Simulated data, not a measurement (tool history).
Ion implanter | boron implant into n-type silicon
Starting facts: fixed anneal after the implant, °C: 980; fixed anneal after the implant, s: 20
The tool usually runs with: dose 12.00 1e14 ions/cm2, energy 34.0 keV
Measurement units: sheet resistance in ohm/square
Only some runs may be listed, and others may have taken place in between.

run	day	dose	energy	wafers since the last listed run	hours since the last dose calibration	hours since the extraction supply was calibrated	hours since the gauge calibration	read-back reference wafer on the same gauge, sheet resistance	sheet resistance
1	0.000	12.00	34.0	0	765.6	4673.3	477.9	128.07	121.30
# day 0.125: gauge calibrated
2	0.725	12.00	34.0	592	783.0	4690.7	14.4	127.98	121.42
3	1.858	12.00	34.0	925	810.2	4717.9	41.6	128.02	121.10
4	2.533	12.00	34.0	551	826.4	4734.1	57.8	128.01	121.13
5	3.879	12.00	34.0	1099	858.7	4766.4	90.1	128.01	121.35
6	5.304	12.00	34.0	1163	892.9	4800.6	124.3	127.98	121.20
7	5.958	12.00	34.0	534	908.6	4816.3	140.0	127.99	121.05
8	6.875	12.00	34.0	748	930.6	4838.3	162.0	127.98	120.97
9	7.492	12.00	34.0	503	945.4	4853.1	176.8	128.00	121.36
10	8.875	12.00	38.0	1129	978.6	4886.3	210.0	128.03	120.24
11	9.412	13.38	34.0	438	991.5	4899.2	222.9	128.03	111.62
12	10.138	13.38	34.0	592	1008.9	4916.6	240.3	127.96	111.77
13	10.779	12.00	40.0	524	1024.3	4932.0	255.7	128.00	120.13
14	11.421	12.00	34.0	524	1039.7	4947.4	271.1	127.97	120.81
15	14.058	12.00	34.0	2154	1103.0	5010.7	334.4	128.02	120.60
16	15.367	12.00	34.0	1068	1134.4	5042.1	365.8	127.97	120.96
17	16.675	13.18	34.0	1068	1165.8	5073.5	397.2	128.07	112.60
18	17.854	12.00	34.0	963	1194.1	5101.8	425.5	127.98	120.64
19	18.942	12.00	41.5	888	1220.2	5127.9	451.6	127.98	119.73
20	19.779	8.47	38.5	683	1240.3	5148.0	471.7	128.02	157.86
# day 20.738: Faraday cup replaced and dose calibrated
21	20.758	12.00	26.5	527	0.5	5171.5	495.2	128.00	125.38
22	21.796	12.00	28.5	847	25.4	5196.4	520.1	128.03	124.22
# day 22.958: extraction supply calibrated
23	23.138	12.00	24.0	823	57.6	4.3	552.3	128.01	126.40
# day 24.196: gauge calibrated
24	25.796	12.00	34.0	2171	121.4	68.1	38.4	128.02	123.17
25	26.521	9.24	23.0	592	138.8	85.5	55.8	127.99	154.22
26	27.342	10.67	34.0	670	158.5	105.2	75.5	128.00	134.24
27	28.717	12.00	34.0	1122	191.5	138.2	108.5	128.00	122.80
28	29.883	13.22	34.0	952	219.5	166.2	136.5	128.05	114.33
29	31.029	12.00	34.0	935	247.0	193.7	164.0	127.98	122.46
30	31.567	10.29	34.0	438	259.9	206.6	176.9	128.00	137.88
31	33.058	15.54	34.0	1218	295.7	242.4	212.7	127.99	101.68
32	34.662	12.00	34.0	1310	334.2	280.9	251.2	127.97	122.02
33	35.792	10.63	22.5	922	361.3	308.0	278.3	127.94	138.02
34	36.579	9.14	27.5	643	380.2	326.9	297.2	128.03	152.87
35	37.142	12.00	34.0	459	393.7	340.4	310.7	127.98	122.07
36	38.004	12.00	34.0	704	414.4	361.1	331.4	128.00	122.04
37	39.062	8.97	34.0	864	439.8	386.5	356.8	128.00	153.60

4 options for the next run, each taken on its own from the tool as it stands now. Forecast them:
A	39.079	12.00	43.0	13	440.2	386.9	357.2	?	?
B	39.079	15.22	24.0	13	440.2	386.9	357.2	?	?
C	39.079	11.01	23.5	13	440.2	386.9	357.2	?	?
D	39.079	9.52	30.0	13	440.2	386.9	357.2	?	?

run	read-back reference wafer on the same gauge, sheet resistance	sheet resistance
A	127.94	121.21
B	127.94	106.88
C	127.94	133.77
D	127.94	147.03
Stripped of hidden state, with their random variation kept, the same runs would have yielded:
run	sheet resistance
A	121.90
B	107.38
C	134.51
D	147.91

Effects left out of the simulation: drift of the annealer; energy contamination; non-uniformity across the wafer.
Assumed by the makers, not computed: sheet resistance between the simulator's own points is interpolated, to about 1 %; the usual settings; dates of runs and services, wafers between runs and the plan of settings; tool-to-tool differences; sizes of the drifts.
